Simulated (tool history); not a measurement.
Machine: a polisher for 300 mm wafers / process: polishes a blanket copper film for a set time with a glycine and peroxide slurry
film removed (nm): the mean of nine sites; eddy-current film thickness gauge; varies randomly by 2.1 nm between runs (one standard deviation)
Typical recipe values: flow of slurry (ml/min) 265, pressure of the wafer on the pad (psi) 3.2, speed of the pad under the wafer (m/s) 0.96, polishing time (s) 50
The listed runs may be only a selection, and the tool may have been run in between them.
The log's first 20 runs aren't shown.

run,hour,flow of slurry (ml/min),pressure of the wafer on the pad (psi),speed of the pad under the wafer (m/s),polishing time (s),"incoming thickness of the incoming film, nm",film removed (nm)
# hour 1294.7: head pressure recalibrated
21,1305.5,265,3.7,0.96,42,1156.8,262.5
22,1377.3,265,3.2,0.96,50,1136,280.6
# hour 1402.8: worn pad replaced by a new one, of another model than before
23,1433.3,265,3.2,0.96,50,1173.7,277.7
24,1470.9,175,3.2,1.16,50,1169.4,303.3
25,1513.2,265,4.2,0.96,50,1148.2,327.3
# hour 1543.9: slurry nozzle cleaned
26,1563.7,350,2.8,1.08,33,1152.1,188.3
27,1645.8,335,2.5,0.78,50,1169.4,224.9
28,1708.3,215,3.2,0.96,50,1165.7,280.4
# hour 1724: head pressure recalibrated
29,1757.1,310,4.1,1.14,44,1143.8,314.3
30,1786.3,345,2.7,1.1,56,1169,309.7
31,1833.3,265,3.2,0.96,50,1158.4,280.4
32,1897.4,265,3.2,0.96,65,1137.2,365.1
33,1926.2,265,3.2,1.14,55,1154.5,339.5
# hour 1950.6: worn pad replaced by a new one
# hour 1983: slurry nozzle cleaned
34,1995.8,300,4.3,0.96,59,1160.2,392.3
35,2037.9,190,3.2,0.96,50,1147.6,272.9
36,2067.2,310,2.6,1.1,43,1173.1,238.2
37,2103.4,265,3.7,0.96,50,1157.4,304.6

Branching from run 37: 3 alternative next runs. What would each branch give?
A,2103.8,265,3.2,0.96,50,1160.5,?
B,2103.8,265,3.2,1.18,50,1160.5,?
C,2103.8,265,3.9,0.96,50,1160.5,?

run,film removed (nm)
A,287.3
B,323.9
C,320.6
Stripped of hidden state, with their random variation kept, the same runs would have yielded:
run,film removed (nm)
A,281.9
B,317.6
C,314.3

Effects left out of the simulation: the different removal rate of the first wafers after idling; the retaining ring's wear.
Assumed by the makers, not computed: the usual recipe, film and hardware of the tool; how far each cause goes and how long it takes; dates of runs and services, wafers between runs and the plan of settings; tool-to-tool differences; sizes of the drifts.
